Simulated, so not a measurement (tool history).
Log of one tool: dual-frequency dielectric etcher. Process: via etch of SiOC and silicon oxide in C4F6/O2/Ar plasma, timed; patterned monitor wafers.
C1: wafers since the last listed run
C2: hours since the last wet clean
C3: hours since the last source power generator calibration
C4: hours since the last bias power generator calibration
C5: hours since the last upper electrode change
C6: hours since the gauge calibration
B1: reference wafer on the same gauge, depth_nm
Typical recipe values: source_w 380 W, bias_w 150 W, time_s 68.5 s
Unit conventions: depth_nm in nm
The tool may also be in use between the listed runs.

run 1 day=0.000 | source_w=380 bias_w=150 time_s=74.0 | C1=0 C2=414.8 C3=1632.2 C4=2533.6 C5=2054.7 C6=1563.8 | B1=62.4 | depth_nm=78.0
run 2 day=3.008 | source_w=380 bias_w=150 time_s=74.0 | C1=1023 C2=487.0 C3=1704.4 C4=2605.8 C5=2126.9 C6=1636.0 | B1=62.4 | depth_nm=78.2
run 3 day=4.800 | source_w=380 bias_w=150 time_s=68.5 | C1=609 C2=530.0 C3=1747.4 C4=2648.8 C5=2169.9 C6=1679.0 | B1=62.4 | depth_nm=72.4
-- day=6.783 wet clean of the chamber
run 4 day=6.804 | source_w=380 bias_w=150 time_s=61.0 | C1=341 C2=0.5 C3=1795.5 C4=2696.9 C5=2218.0 C6=1727.1 | B1=62.4 | depth_nm=64.4
run 5 day=9.946 | source_w=380 bias_w=150 time_s=61.0 | C1=1068 C2=75.9 C3=1870.9 C4=2772.3 C5=2293.4 C6=1802.5 | B1=62.4 | depth_nm=64.6
run 6 day=13.288 | source_w=380 bias_w=150 time_s=61.0 | C1=1136 C2=156.1 C3=1951.1 C4=2852.5 C5=2373.6 C6=1882.7 | B1=62.4 | depth_nm=64.3
run 7 day=15.779 | source_w=380 bias_w=150 time_s=68.5 | C1=847 C2=215.9 C3=2010.9 C4=2912.3 C5=2433.4 C6=1942.5 | B1=62.5 | depth_nm=71.9
run 8 day=19.796 | source_w=380 bias_w=150 time_s=68.5 | C1=1366 C2=312.3 C3=2107.3 C4=3008.7 C5=2529.8 C6=2038.9 | B1=62.5 | depth_nm=72.3
run 9 day=21.400 | source_w=460 bias_w=150 time_s=68.5 | C1=545 C2=350.8 C3=2145.8 C4=3047.2 C5=2568.3 C6=2077.4 | B1=62.6 | depth_nm=77.4
run 10 day=26.075 | source_w=460 bias_w=150 time_s=68.5 | C1=1589 C2=463.0 C3=2258.0 C4=3159.4 C5=2680.5 C6=2189.6 | B1=62.6 | depth_nm=77.2
run 11 day=28.138 | source_w=460 bias_w=150 time_s=68.5 | C1=701 C2=512.5 C3=2307.5 C4=3208.9 C5=2730.0 C6=2239.1 | B1=62.5 | depth_nm=76.9
-- day=28.371 gauge calibrated
-- day=30.692 wet clean of the chamber
run 12 day=31.838 | source_w=380 bias_w=150 time_s=68.5 | C1=918 C2=27.5 C3=2396.3 C4=3297.7 C5=2818.8 C6=83.2 | B1=61.3 | depth_nm=70.9
run 13 day=37.742 | source_w=380 bias_w=150 time_s=68.5 | C1=2008 C2=169.2 C3=2538.0 C4=3439.4 C5=2960.5 C6=224.9 | B1=61.5 | depth_nm=71.4
-- day=38.992 source power generator calibrated
run 14 day=41.021 | source_w=290 bias_w=150 time_s=68.5 | C1=1058 C2=247.9 C3=48.7 C4=3518.1 C5=3039.2 C6=303.6 | B1=61.7 | depth_nm=64.8
run 15 day=43.017 | source_w=380 bias_w=140 time_s=76.0 | C1=678 C2=295.8 C3=96.6 C4=3566.0 C5=3087.1 C6=351.5 | B1=61.7 | depth_nm=77.0
run 16 day=47.225 | source_w=380 bias_w=132 time_s=50.0 | C1=1431 C2=396.8 C3=197.6 C4=3667.0 C5=3188.1 C6=452.5 | B1=62.0 | depth_nm=49.2
-- day=49.092 upper electrode replaced
-- day=50.950 wet clean of the chamber
run 17 day=50.971 | source_w=460 bias_w=150 time_s=50.0 | C1=593 C2=0.5 C3=287.5 C4=3756.9 C5=45.1 C6=542.4 | B1=62.0 | depth_nm=56.1
run 18 day=53.875 | source_w=380 bias_w=150 time_s=68.5 | C1=987 C2=70.2 C3=357.2 C4=3826.6 C5=114.8 C6=612.1 | B1=62.1 | depth_nm=71.9
run 19 day=57.212 | source_w=320 bias_w=136 time_s=68.5 | C1=1135 C2=150.3 C3=437.3 C4=3906.7 C5=194.9 C6=692.2 | B1=62.2 | depth_nm=64.4
run 20 day=61.621 | source_w=380 bias_w=150 time_s=68.5 | C1=1499 C2=256.1 C3=543.1 C4=4012.5 C5=300.7 C6=798.0 | B1=62.3 | depth_nm=71.8
run 21 day=63.225 | source_w=420 bias_w=150 time_s=79.0 | C1=545 C2=294.6 C3=581.6 C4=4051.0 C5=339.2 C6=836.5 | B1=62.3 | depth_nm=86.7
-- day=63.396 bias power generator calibrated
run 22 day=64.954 | source_w=380 bias_w=150 time_s=74.0 | C1=531 C2=336.1 C3=623.1 C4=37.4 C5=380.7 C6=878.0 | B1=62.4 | depth_nm=77.6
run 23 day=67.088 | source_w=380 bias_w=150 time_s=78.0 | C1=725 C2=387.3 C3=674.3 C4=88.6 C5=431.9 C6=929.2 | B1=62.5 | depth_nm=82.3
-- day=71.879 wet clean of the chamber
run 24 day=71.900 | source_w=380 bias_w=150 time_s=68.5 | C1=1296 C2=0.5 C3=789.8 C4=204.1 C5=547.4 C6=1044.7 | B1=62.6 | depth_nm=72.3
run 25 day=73.867 | source_w=350 bias_w=175 time_s=60.5 | C1=668 C2=47.7 C3=837.0 C4=251.3 C5=594.6 C6=1091.9 | B1=62.6 | depth_nm=66.1
run 26 day=78.154 | source_w=320 bias_w=150 time_s=49.5 | C1=1458 C2=150.6 C3=939.9 C4=354.2 C5=697.5 C6=1194.8 | B1=62.5 | depth_nm=49.4
run 27 day=81.958 | source_w=380 bias_w=140 time_s=76.0 | C1=1293 C2=241.9 C3=1031.2 C4=445.5 C5=788.8 C6=1286.1 | B1=62.6 | depth_nm=78.1
run 28 day=84.129 | source_w=430 bias_w=150 time_s=68.5 | C1=738 C2=294.0 C3=1083.3 C4=497.6 C5=840.9 C6=1338.2 | B1=62.7 | depth_nm=75.6
run 29 day=88.317 | source_w=380 bias_w=132 time_s=48.5 | C1=1424 C2=394.5 C3=1183.8 C4=598.1 C5=941.4 C6=1438.7 | B1=62.8 | depth_nm=48.7
run 30 day=90.221 | source_w=380 bias_w=150 time_s=68.5 | C1=647 C2=440.2 C3=1229.5 C4=643.8 C5=987.1 C6=1484.4 | B1=62.8 | depth_nm=73.2
run 31 day=93.150 | source_w=420 bias_w=178 time_s=62.5 | C1=996 C2=510.5 C3=1299.8 C4=714.1 C5=1057.4 C6=1554.7 | B1=62.9 | depth_nm=74.3

Selected run-to-run steps in depth_nm, each split into two signed amounts: the part the tool would show with no hidden state at all (from settings, incoming material and random variation), and the remainder, which goes to the hidden state together with any gauge scatter not common to the measured and the hidden-state-free results:
The tool's hidden condition here consists of: etch rate over this chamber's usual, %; source power that arrives over what is set, %; bias power that arrives over what is set, %; gauge reads high (%).
Run 11 -> 12: source_w 460 -> 380, gauge calibrated, wet clean of the chamber. depth_nm -6.0 nm: hidden state -1.7, all else -4.3.
Run 15 -> 16: bias_w 140 -> 132, time_s 76.0 -> 50.0. depth_nm -27.8 nm: hidden state -0.3, all else -27.5.
Run 26 -> 27: source_w 320 -> 380, bias_w 150 -> 140, time_s 49.5 -> 76.0. depth_nm +28.7 nm: hidden state +0.9, all else +27.8.
Run 28 -> 29: source_w 430 -> 380, bias_w 150 -> 132, time_s 68.5 -> 48.5. depth_nm -26.9 nm: hidden state -0.7, all else -26.2.
